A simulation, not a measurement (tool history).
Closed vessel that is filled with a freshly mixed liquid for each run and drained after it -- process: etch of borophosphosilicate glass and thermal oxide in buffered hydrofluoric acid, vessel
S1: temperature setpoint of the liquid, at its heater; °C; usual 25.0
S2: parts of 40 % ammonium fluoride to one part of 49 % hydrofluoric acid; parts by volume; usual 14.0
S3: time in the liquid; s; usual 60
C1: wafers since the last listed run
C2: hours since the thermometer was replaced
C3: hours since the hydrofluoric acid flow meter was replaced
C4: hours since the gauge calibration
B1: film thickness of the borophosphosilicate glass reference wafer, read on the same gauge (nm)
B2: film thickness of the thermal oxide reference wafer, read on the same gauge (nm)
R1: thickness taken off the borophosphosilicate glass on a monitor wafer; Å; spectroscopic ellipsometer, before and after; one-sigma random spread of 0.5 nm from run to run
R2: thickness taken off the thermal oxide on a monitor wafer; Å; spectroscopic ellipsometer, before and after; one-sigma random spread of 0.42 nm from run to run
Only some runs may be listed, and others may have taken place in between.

run   hour    S1    S2  S3    C1      C2     C3     C4     B1     B2      R1      R2
  1    0.0  25.0  14.0  60     0  2409.3   18.3  192.0  70.00  59.99   762.1   617.5
  2   14.4  25.0  14.0  60  1123  2423.7   32.7  206.4  69.99  59.99   770.2   619.8
  3   28.4  28.5  11.5  35  1092  2437.7   46.7  220.4  70.03  59.95   645.9   529.8
  4   43.6  20.5  11.5  40  1186  2452.9   61.9  235.6  69.98  60.05   484.8   389.3
  5   75.2  26.5  14.0  60  2466  2484.5   93.5  267.2  70.01  60.03   830.1   673.4
  6   82.2  20.5  14.0  60   546  2491.5  100.5  274.2  70.01  60.02   600.1   488.0
  7  118.2  25.0  18.0  90  2809  2527.5  136.5  310.2  70.02  60.02   905.3   724.4
  8  134.8  28.5  11.5  35  1295  2544.1  153.1  326.8  69.98  60.01   662.9   529.4
  9  143.7  26.5  10.5  85   694  2553.0  162.0  335.7  69.97  59.97  1569.9  1251.0
 10  157.8  22.5  14.0  70  1100  2567.1  176.1  349.8  70.00  59.98   786.5   640.4
 11  169.9  29.0  14.0  60   944  2579.2  188.2  361.9  70.02  60.01   956.5   783.3
 12  182.8  25.0  14.0  60  1006  2592.1  201.1  374.8  69.99  59.99   781.9   637.5
 13  194.9  27.5  14.0  60   944  2604.2  213.2  386.9  70.02  59.99   883.3   713.6
     197.3  -- gauge calibrated
     201.0  -- thermometer replaced
 14  202.6  26.5  14.0  60   522     1.6  220.9    5.3  70.01  59.97   854.1   677.1
 15  216.2  25.0  14.0  60  1061    15.2  234.5   18.9  70.03  59.97   775.5   623.9
 16  225.0  23.0  18.0  35   686    24.0  243.3   27.7  70.03  60.01   314.6   254.2
 17  241.9  25.0  14.0  60  1318    40.9  260.2   44.6  69.99  60.05   785.7   629.8
 18  249.6  30.0  14.0  60   600    48.6  267.9   52.3  70.00  60.00  1021.8   819.4
 19  257.3  29.0  17.5  50   600    56.3  275.6   60.0  69.98  59.99   635.0   520.2
 20  275.7  25.0  16.0  60  1435    74.7  294.0   78.4  70.00  60.00   684.7   550.2
 21  285.0  20.0  11.0  50   725    84.0  303.3   87.7  69.96  59.98   622.6   506.1
 22  298.2  25.0  14.0  60  1030    97.2  316.5  100.9  70.00  60.00   782.1   625.1
 23  305.6  26.5  18.5  60   577   104.6  323.9  108.3  70.01  59.97   641.8   526.4
 24  318.2  27.0  14.0  90   983   117.2  336.5  120.9  69.99  60.03  1302.3  1047.9

5 options for the next run, each taken on its own from the tool as it stands now. Forecast them:
  A  318.9  25.0  14.0  60  54  117.9  337.2  121.6   ?   ?   ?   ?
  B  318.9  22.5  18.0  85  54  117.9  337.2  121.6   ?   ?   ?   ?
  C  318.9  21.0  10.0  85  54  117.9  337.2  121.6   ?   ?   ?   ?
  D  318.9  28.0   9.5  40  54  117.9  337.2  121.6   ?   ?   ?   ?
  E  318.9  25.0  14.0  75  54  117.9  337.2  121.6   ?   ?   ?   ?

run     B1     B2      R1     R2
  A  69.99  60.01   779.3  632.1
  B  69.99  60.01   752.3  610.0
  C  69.99  60.01  1225.1  989.0
  D  69.99  60.01   867.6  703.1
  E  69.99  60.01   974.2  790.1
Had the tool no hidden state, the same runs would have come out as:
run      R1     R2
  A   758.3  615.1
  B   732.0  593.5
  C  1203.6  971.9
  D   852.5  691.0
  E   947.9  768.9

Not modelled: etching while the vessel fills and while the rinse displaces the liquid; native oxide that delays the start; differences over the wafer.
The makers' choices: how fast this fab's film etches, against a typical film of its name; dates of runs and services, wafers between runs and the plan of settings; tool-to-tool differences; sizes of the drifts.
